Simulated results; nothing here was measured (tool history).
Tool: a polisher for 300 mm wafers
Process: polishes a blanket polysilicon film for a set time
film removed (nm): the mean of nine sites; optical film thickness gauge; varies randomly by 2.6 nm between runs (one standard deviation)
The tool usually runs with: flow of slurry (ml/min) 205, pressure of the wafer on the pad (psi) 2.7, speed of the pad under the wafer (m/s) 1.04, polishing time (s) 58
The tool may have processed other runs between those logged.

| run | day | flow of slurry (ml/min) | pressure of the wafer on the pad (psi) | speed of the pad under the wafer (m/s) | polishing time (s) | wafers since the last listed run | wafers polished on this pad | hours since the slurry nozzle was cleaned | hours since the head pressure was calibrated | incoming thickness of the incoming film, nm | film removed (nm) |
|---|---|---|---|---|---|---|---|---|---|---|---|
| 1 | 0.000 | 205 | 2.7 | 1.04 | 51 | 0 | 2284 | 85.0 | 457.1 | 1424.0 | 386.9 |
|  | 1.933 | worn pad replaced by a new one |
| 2 | 2.754 | 205 | 2.7 | 1.04 | 51 | 692 | 219 | 151.1 | 523.2 | 1442.3 | 380.8 |
|  | 4.483 | head pressure recalibrated |
| 3 | 5.333 | 205 | 2.7 | 1.16 | 58 | 667 | 887 | 213.0 | 20.4 | 1424.5 | 487.1 |
| 4 | 10.942 | 205 | 2.7 | 1.04 | 69 | 1500 | 2388 | 347.6 | 155.0 | 1422.5 | 510.3 |
|  | 12.758 | worn pad replaced by a new one, of another model than before |
| 5 | 13.646 | 205 | 2.7 | 1.04 | 69 | 679 | 237 | 412.5 | 219.9 | 1427.5 | 509.5 |
| 6 | 15.600 | 205 | 2.7 | 1.04 | 69 | 522 | 760 | 459.4 | 266.8 | 1426.2 | 507.4 |
|  | 16.721 | slurry nozzle cleaned |
| 7 | 20.079 | 205 | 2.7 | 1.04 | 58 | 1187 | 1948 | 80.6 | 374.3 | 1401.9 | 438.9 |
| 8 | 22.671 | 205 | 2.7 | 1.04 | 58 | 693 | 2641 | 142.8 | 436.5 | 1433.8 | 441.5 |
|  | 24.646 | worn pad replaced by a new one |
| 9 | 26.096 | 205 | 2.7 | 1.04 | 58 | 872 | 387 | 225.0 | 518.7 | 1425.2 | 433.6 |
|  | 27.129 | head pressure recalibrated |
| 10 | 29.588 | 205 | 2.7 | 1.04 | 74 | 912 | 1299 | 308.8 | 59.0 | 1449.4 | 550.3 |
| 11 | 33.558 | 205 | 2.7 | 1.04 | 51 | 1062 | 2362 | 404.1 | 154.3 | 1408.3 | 380.1 |
|  | 36.958 | worn pad replaced by a new one |
| 12 | 37.138 | 205 | 3.4 | 1.04 | 58 | 913 | 47 | 490.0 | 240.2 | 1428.8 | 468.2 |
|  | 37.954 | slurry nozzle cleaned |
| 13 | 40.725 | 250 | 2.2 | 0.80 | 58 | 948 | 996 | 66.5 | 326.3 | 1418.4 | 358.6 |
| 14 | 42.904 | 205 | 2.7 | 1.04 | 58 | 583 | 1579 | 118.8 | 378.6 | 1398.2 | 437.8 |
| 15 | 45.538 | 205 | 2.3 | 1.04 | 39 | 704 | 2284 | 182.0 | 441.8 | 1439.0 | 280.0 |
|  | 46.375 | worn pad replaced by a new one |
| 16 | 48.458 | 205 | 3.3 | 1.04 | 58 | 737 | 557 | 252.1 | 511.9 | 1422.2 | 470.5 |
| 17 | 51.400 | 170 | 3.4 | 0.76 | 58 | 787 | 1344 | 322.7 | 582.5 | 1429.6 | 398.8 |
|  | 52.192 | head pressure recalibrated |
| 18 | 53.900 | 245 | 2.7 | 1.04 | 58 | 646 | 1991 | 382.7 | 41.0 | 1415.4 | 444.2 |

Here are 4 independent what-if runs from the current tool condition. What would each one return?
| A | 53.917 | 205 | 2.7 | 1.04 | 58 | 4 | 1995 | 383.1 | 41.4 | 1429.8 | ? |
| B | 53.917 | 205 | 3.2 | 1.04 | 40 | 4 | 1995 | 383.1 | 41.4 | 1429.8 | ? |
| C | 53.917 | 260 | 1.8 | 1.04 | 74 | 4 | 1995 | 383.1 | 41.4 | 1429.8 | ? |
| D | 53.917 | 150 | 2.7 | 1.04 | 58 | 4 | 1995 | 383.1 | 41.4 | 1429.8 | ? |

| run | film removed (nm) |
|---|---|
| A | 426.7 |
| B | 315.3 |
| C | 482.4 |
| D | 417.6 |
The same runs, with their run-to-run variation unchanged, on a tool lacking any hidden condition would have given:
| run | film removed (nm) |
|---|---|
| A | 435.0 |
| B | 321.4 |
| C | 490.7 |
| D | 426.8 |

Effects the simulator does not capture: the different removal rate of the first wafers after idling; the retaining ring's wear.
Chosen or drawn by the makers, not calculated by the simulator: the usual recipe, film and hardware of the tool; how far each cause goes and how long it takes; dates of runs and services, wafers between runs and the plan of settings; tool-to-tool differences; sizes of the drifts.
